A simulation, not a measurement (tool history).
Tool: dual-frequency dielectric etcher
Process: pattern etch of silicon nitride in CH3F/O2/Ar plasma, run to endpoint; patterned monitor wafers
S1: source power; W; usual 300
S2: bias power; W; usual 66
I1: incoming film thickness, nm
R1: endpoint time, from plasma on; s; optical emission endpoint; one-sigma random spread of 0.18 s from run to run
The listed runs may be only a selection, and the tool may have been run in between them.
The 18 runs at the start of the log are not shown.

run	hour	S1	S2	I1	R1
19	1029.8	300	66	28.28	49.1
20	1066.6	300	66	28.18	48.7
21	1102.6	300	66	28.43	49.3
22	1176.4	300	54	28.63	52.7
23	1234.9	320	54	28.48	51.1
24	1261.2	340	52	28.27	50.5
# hour 1286.4: wet clean of the chamber
25	1315.1	300	77	28.01	46.9
# hour 1345.5: upper electrode replaced
26	1383.1	270	77	28.44	48.6
27	1433.8	300	60	28.23	51.0
28	1496.9	300	66	28.21	48.6
29	1537.9	330	57	28.44	50.2
30	1595.4	240	79	28.46	48.6
31	1652.1	370	82	28.48	41.8
32	1685.6	370	81	28.23	41.6

Each row is a separate what-if for the run after 32, all from the same tool condition, not one after another. Results?
A	1686.0	250	66	28.28	?
B	1686.0	320	72	28.28	?
C	1686.0	250	76	28.28	?
D	1686.0	350	59	28.28	?

run	R1
A	50.4
B	45.6
C	47.8
D	47.7
With no hidden state in the tool, these same runs would have given:
run	R1
A	53.5
B	48.3
C	50.7
D	50.5
